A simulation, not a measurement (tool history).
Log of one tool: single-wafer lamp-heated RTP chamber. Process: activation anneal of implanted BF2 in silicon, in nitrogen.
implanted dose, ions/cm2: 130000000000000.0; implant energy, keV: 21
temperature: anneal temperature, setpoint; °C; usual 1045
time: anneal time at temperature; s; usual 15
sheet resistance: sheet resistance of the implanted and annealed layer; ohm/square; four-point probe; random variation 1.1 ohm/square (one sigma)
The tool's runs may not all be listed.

run	day	temperature	time	read-back reference wafer on the same gauge, sheet resistance	sheet resistance
1	0.000	1056	15	821.32	715.95
2	5.812	1056	15	819.34	714.69
3	7.800	1056	15	818.78	711.34
4	10.675	1033	15	817.79	716.69
# day 11.296: reflector plate cleaned
5	12.175	1033	15	817.45	715.76
6	14.675	1045	15	816.24	714.60
7	15.858	1045	15	816.12	713.40
8	18.329	1045	10	815.52	716.59
9	20.729	1045	23	814.48	707.24
10	21.975	1045	15	813.90	711.65
11	23.058	1015	15	814.04	717.88
# day 24.288: pyrometer window cleaned and pyrometer calibrated
12	24.604	1067	13	813.19	707.38
# day 25.108: gauge calibrated
13	27.588	1069	15	823.57	714.22
14	28.596	1045	15	823.45	721.07
15	29.912	1045	22	822.97	714.12
16	31.629	1053	11	822.30	721.19

5 ways to go on from here, each from the tool as it stands after run 16. What would each give?
A	31.646	1045	15	?	?
B	31.646	1029	23	?	?
C	31.646	1027	23	?	?
D	31.646	1057	23	?	?
E	31.646	1058	8	?	?

run	read-back reference wafer on the same gauge, sheet resistance	sheet resistance
A	822.11	717.21
B	822.11	715.75
C	822.11	716.27
D	822.11	707.84
E	822.11	721.59
Without the tool's hidden state the same runs would have given:
run	sheet resistance
A	719.58
B	718.12
C	718.64
D	710.19
E	723.98
